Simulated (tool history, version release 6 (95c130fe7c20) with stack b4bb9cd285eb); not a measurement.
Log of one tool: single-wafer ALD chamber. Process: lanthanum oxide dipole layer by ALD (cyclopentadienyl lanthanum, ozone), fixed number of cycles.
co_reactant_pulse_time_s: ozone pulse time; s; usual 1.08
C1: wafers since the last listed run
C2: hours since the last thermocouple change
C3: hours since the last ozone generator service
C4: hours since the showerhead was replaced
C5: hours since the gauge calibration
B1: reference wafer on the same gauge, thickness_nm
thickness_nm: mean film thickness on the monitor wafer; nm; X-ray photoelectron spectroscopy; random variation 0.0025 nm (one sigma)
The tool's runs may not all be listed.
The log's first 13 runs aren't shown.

{"run": 14, "hour": 755.3, "co_reactant_pulse_time_s": 1.08, "C1": 487, "C2": 218.2, "C3": 1120.1, "C4": 40.3, "C5": 536.9, "B1": 0.524, "thickness_nm": 0.493}
{"run": 15, "hour": 781.9, "co_reactant_pulse_time_s": 1.33, "C1": 325, "C2": 244.8, "C3": 1146.7, "C4": 66.9, "C5": 563.5, "B1": 0.524, "thickness_nm": 0.503}
{"run": 16, "hour": 811.1, "co_reactant_pulse_time_s": 1.33, "C1": 357, "C2": 274, "C3": 1175.9, "C4": 96.1, "C5": 592.7, "B1": 0.524, "thickness_nm": 0.504}
{"run": 17, "hour": 843.6, "co_reactant_pulse_time_s": 0.66, "C1": 397, "C2": 306.5, "C3": 1208.4, "C4": 128.6, "C5": 625.2, "B1": 0.523, "thickness_nm": 0.465}
{"hour": 909.7, "done": "ozone generator serviced"}
{"run": 18, "hour": 913.2, "co_reactant_pulse_time_s": 1.43, "C1": 754, "C2": 376.1, "C3": 3.5, "C4": 198.2, "C5": 694.8, "B1": 0.524, "thickness_nm": 0.516}
{"run": 19, "hour": 978.9, "co_reactant_pulse_time_s": 0.83, "C1": 804, "C2": 441.8, "C3": 69.2, "C4": 263.9, "C5": 760.5, "B1": 0.524, "thickness_nm": 0.491}
{"run": 20, "hour": 1047.5, "co_reactant_pulse_time_s": 1.37, "C1": 839, "C2": 510.4, "C3": 137.8, "C4": 332.5, "C5": 829.1, "B1": 0.524, "thickness_nm": 0.513}
{"run": 21, "hour": 1092.9, "co_reactant_pulse_time_s": 1.39, "C1": 555, "C2": 555.8, "C3": 183.2, "C4": 377.9, "C5": 874.5, "B1": 0.524, "thickness_nm": 0.517}
{"run": 22, "hour": 1142.6, "co_reactant_pulse_time_s": 1.08, "C1": 608, "C2": 605.5, "C3": 232.9, "C4": 427.6, "C5": 924.2, "B1": 0.524, "thickness_nm": 0.507}
{"run": 23, "hour": 1167.8, "co_reactant_pulse_time_s": 1.33, "C1": 308, "C2": 630.7, "C3": 258.1, "C4": 452.8, "C5": 949.4, "B1": 0.525, "thickness_nm": 0.512}
{"run": 24, "hour": 1238.3, "co_reactant_pulse_time_s": 1.08, "C1": 863, "C2": 701.2, "C3": 328.6, "C4": 523.3, "C5": 1019.9, "B1": 0.523, "thickness_nm": 0.501}
{"run": 25, "hour": 1266.1, "co_reactant_pulse_time_s": 1.3, "C1": 340, "C2": 729, "C3": 356.4, "C4": 551.1, "C5": 1047.7, "B1": 0.523, "thickness_nm": 0.508}
{"run": 26, "hour": 1311.5, "co_reactant_pulse_time_s": 0.82, "C1": 555, "C2": 774.4, "C3": 401.8, "C4": 596.5, "C5": 1093.1, "B1": 0.525, "thickness_nm": 0.493}
{"hour": 1338.5, "done": "gauge calibrated"}
{"run": 27, "hour": 1363.6, "co_reactant_pulse_time_s": 0.76, "C1": 637, "C2": 826.5, "C3": 453.9, "C4": 648.6, "C5": 25.1, "B1": 0.524, "thickness_nm": 0.487}
{"run": 28, "hour": 1411.3, "co_reactant_pulse_time_s": 0.66, "C1": 584, "C2": 874.2, "C3": 501.6, "C4": 696.3, "C5": 72.8, "B1": 0.524, "thickness_nm": 0.478}
{"run": 29, "hour": 1468.6, "co_reactant_pulse_time_s": 1.17, "C1": 701, "C2": 931.5, "C3": 558.9, "C4": 753.6, "C5": 130.1, "B1": 0.525, "thickness_nm": 0.504}
{"run": 30, "hour": 1537.4, "co_reactant_pulse_time_s": 1.26, "C1": 842, "C2": 1000.3, "C3": 627.7, "C4": 822.4, "C5": 198.9, "B1": 0.524, "thickness_nm": 0.506}
{"run": 31, "hour": 1582.6, "co_reactant_pulse_time_s": 0.7, "C1": 553, "C2": 1045.5, "C3": 672.9, "C4": 867.6, "C5": 244.1, "B1": 0.524, "thickness_nm": 0.482}
{"run": 32, "hour": 1607.8, "co_reactant_pulse_time_s": 0.89, "C1": 308, "C2": 1070.7, "C3": 698.1, "C4": 892.8, "C5": 269.3, "B1": 0.525, "thickness_nm": 0.493}
{"run": 33, "hour": 1673.8, "co_reactant_pulse_time_s": 1.08, "C1": 808, "C2": 1136.7, "C3": 764.1, "C4": 958.8, "C5": 335.3, "B1": 0.524, "thickness_nm": 0.498}

5 ways to go on from here, each from the tool as it stands after run 33. What would each give?
{"run": "A", "hour": 1674.2, "co_reactant_pulse_time_s": 1.08, "C1": 4, "C2": 1137.1, "C3": 764.5, "C4": 959.2, "C5": 335.7, "B1": "?", "thickness_nm": "?"}
{"run": "B", "hour": 1674.2, "co_reactant_pulse_time_s": 0.95, "C1": 4, "C2": 1137.1, "C3": 764.5, "C4": 959.2, "C5": 335.7, "B1": "?", "thickness_nm": "?"}
{"run": "C", "hour": 1674.2, "co_reactant_pulse_time_s": 0.77, "C1": 4, "C2": 1137.1, "C3": 764.5, "C4": 959.2, "C5": 335.7, "B1": "?", "thickness_nm": "?"}
{"run": "D", "hour": 1674.2, "co_reactant_pulse_time_s": 0.9, "C1": 4, "C2": 1137.1, "C3": 764.5, "C4": 959.2, "C5": 335.7, "B1": "?", "thickness_nm": "?"}
{"run": "E", "hour": 1674.2, "co_reactant_pulse_time_s": 1.35, "C1": 4, "C2": 1137.1, "C3": 764.5, "C4": 959.2, "C5": 335.7, "B1": "?", "thickness_nm": "?"}

run=A B1=0.523 thickness_nm=0.501
run=B B1=0.523 thickness_nm=0.494
run=C B1=0.523 thickness_nm=0.484
run=D B1=0.523 thickness_nm=0.492
run=E B1=0.523 thickness_nm=0.512
Without the tool's hidden state the same runs would have given:
run=A thickness_nm=0.506
run=B thickness_nm=0.5
run=C thickness_nm=0.49
run=D thickness_nm=0.497
run=E thickness_nm=0.517
